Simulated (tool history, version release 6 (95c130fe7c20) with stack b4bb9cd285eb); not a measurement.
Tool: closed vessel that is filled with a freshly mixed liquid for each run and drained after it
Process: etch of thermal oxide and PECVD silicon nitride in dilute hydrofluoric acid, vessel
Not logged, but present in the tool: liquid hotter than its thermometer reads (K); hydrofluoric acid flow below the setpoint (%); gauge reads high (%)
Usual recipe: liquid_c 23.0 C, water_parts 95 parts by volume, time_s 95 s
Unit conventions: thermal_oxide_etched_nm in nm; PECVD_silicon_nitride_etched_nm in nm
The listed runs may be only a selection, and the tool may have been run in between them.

run	day	liquid_c	water_parts	time_s	wafers since the last listed run	hours since the thermometer was replaced	hours since the hydrofluoric acid flow meter was replaced	hours since the gauge calibration	read-back film thickness of the thermal oxide reference wafer, read on the same gauge (nm)	read-back film thickness of the PECVD silicon nitride reference wafer, read on the same gauge (nm)	thermal_oxide_etched_nm	PECVD_silicon_nitride_etched_nm
1	0.000	23.0	95	95	0	2735.8	148.6	311.2	140.002	59.991	4.057	4.571
2	0.892	23.0	95	95	1491	2757.2	170.0	332.6	139.982	60.021	4.050	4.610
# day 0.967: gauge calibrated
3	1.862	23.0	95	95	1623	2780.5	193.3	21.5	139.981	60.006	3.988	4.561
4	3.150	23.0	95	95	2153	2811.4	224.2	52.4	139.987	59.944	4.041	4.621
5	4.433	21.5	95	95	2146	2842.2	255.0	83.2	139.990	60.004	3.804	4.147
6	4.992	23.0	95	95	933	2855.6	268.4	96.6	140.002	59.985	4.071	4.586
7	5.958	23.0	95	95	1616	2878.8	291.6	119.8	139.985	59.941	4.056	4.620
8	7.171	23.0	95	95	2027	2907.9	320.7	148.9	140.019	59.992	4.043	4.590
# day 7.808: thermometer replaced
9	7.892	23.0	95	95	1135	2.0	338.0	166.2	139.998	59.984	4.082	4.572
10	8.733	23.0	95	95	1407	22.2	358.2	186.4	140.015	60.015	4.009	4.605
11	10.050	23.0	95	95	2201	53.8	389.8	218.0	140.001	60.025	4.083	4.598
12	11.042	26.0	75	130	1658	77.6	413.6	241.8	139.998	59.987	8.072	9.698
13	11.575	23.0	55	130	891	90.4	426.4	254.6	139.982	60.018	10.177	10.816
# day 12.242: hydrofluoric acid flow meter replaced
14	12.775	23.0	95	150	1937	119.2	12.8	283.4	139.989	60.022	6.378	7.396
# day 14.438: gauge calibrated
15	15.567	19.0	135	45	4668	186.2	79.8	27.1	140.007	60.018	1.099	1.191
16	16.683	23.0	95	95	1867	213.0	106.6	53.9	140.004	60.021	4.023	4.630
17	17.996	23.0	95	95	2194	244.5	138.1	85.4	139.990	59.996	4.067	4.572
18	18.688	21.0	95	50	1156	261.1	154.7	102.0	139.996	60.006	1.953	2.128
19	19.496	23.0	95	60	1351	280.5	174.1	121.4	139.990	60.011	2.576	2.933
20	20.633	27.5	140	45	1902	307.8	201.4	148.7	139.979	59.943	1.475	2.006
21	21.329	27.5	120	95	1163	324.5	218.1	165.4	140.013	59.959	3.703	4.890

Here are 5 independent what-if runs from the current tool condition. What would each one return?
A	21.358	23.0	95	95	48	325.2	218.8	166.1	?	?	?	?
B	21.358	18.0	110	115	48	325.2	218.8	166.1	?	?	?	?
C	21.358	19.5	140	130	48	325.2	218.8	166.1	?	?	?	?
D	21.358	18.0	135	75	48	325.2	218.8	166.1	?	?	?	?
E	21.358	25.0	130	55	48	325.2	218.8	166.1	?	?	?	?

run	read-back film thickness of the thermal oxide reference wafer, read on the same gauge (nm)	read-back film thickness of the PECVD silicon nitride reference wafer, read on the same gauge (nm)	thermal_oxide_etched_nm	PECVD_silicon_nitride_etched_nm
A	140.008	59.966	4.033	4.635
B	140.008	59.966	3.380	3.465
C	140.008	59.966	3.094	3.432
D	140.008	59.966	1.751	1.853
E	140.008	59.966	1.769	2.244
Take away the tool's hidden state, keep each run's random variation, and the runs would have read:
run	thermal_oxide_etched_nm	PECVD_silicon_nitride_etched_nm
A	4.033	4.635
B	3.380	3.465
C	3.094	3.432
D	1.751	1.853
E	1.769	2.244
